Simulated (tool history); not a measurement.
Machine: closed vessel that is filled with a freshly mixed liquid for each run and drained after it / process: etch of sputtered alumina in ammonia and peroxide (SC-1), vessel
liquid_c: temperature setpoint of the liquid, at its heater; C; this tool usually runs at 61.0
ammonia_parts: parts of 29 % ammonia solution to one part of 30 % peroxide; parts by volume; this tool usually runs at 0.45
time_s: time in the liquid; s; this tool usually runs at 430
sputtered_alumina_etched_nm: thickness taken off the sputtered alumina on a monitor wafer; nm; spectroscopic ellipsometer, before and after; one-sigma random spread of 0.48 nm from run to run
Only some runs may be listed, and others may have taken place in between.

run	hour	liquid_c	ammonia_parts	time_s	read-back film thickness of the sputtered alumina reference wafer, read on the same gauge (nm)	sputtered_alumina_etched_nm
1	0.0	68.5	0.45	430	89.99	64.19
2	43.1	68.5	0.45	430	90.03	63.93
3	73.6	68.5	0.45	430	89.99	65.54
4	122.6	61.0	0.45	430	90.01	43.29
5	185.8	67.0	0.30	430	89.99	55.78
# hour 208.3: ammonia flow meter replaced
6	246.3	67.0	0.30	430	90.04	57.59
7	309.7	67.0	0.30	430	89.97	55.75
8	358.6	61.0	0.45	430	89.98	42.96
9	422.9	53.0	0.55	185	90.05	12.27
10	472.9	61.0	0.45	350	90.02	33.97
# hour 526.3: new drum of ammonia solution connected
11	534.7	61.0	0.45	630	89.94	62.10
12	596.0	68.0	0.40	430	89.97	59.10
13	660.5	64.0	0.50	225	90.00	25.92
# hour 665.2: gauge calibrated
# hour 676.0: ammonia flow meter replaced
# hour 683.0: thermometer replaced
14	703.9	56.5	0.55	430	90.01	38.97
15	749.7	54.0	0.25	430	90.01	31.97
16	798.8	61.0	0.45	430	90.03	48.23
17	855.3	61.0	0.40	350	89.99	38.80

Alternative continuations, all from the tool just after run 17; predict every row:
A	856.1	61.0	0.40	430	?	?
B	856.1	61.0	0.60	430	?	?
C	856.1	61.0	0.30	430	?	?

run	read-back film thickness of the sputtered alumina reference wafer, read on the same gauge (nm)	sputtered_alumina_etched_nm
A	89.96	47.41
B	89.96	49.26
C	89.96	46.14
Without the tool's unlogged condition, the same runs would have read:
run	sputtered_alumina_etched_nm
A	48.12
B	50.00
C	46.83
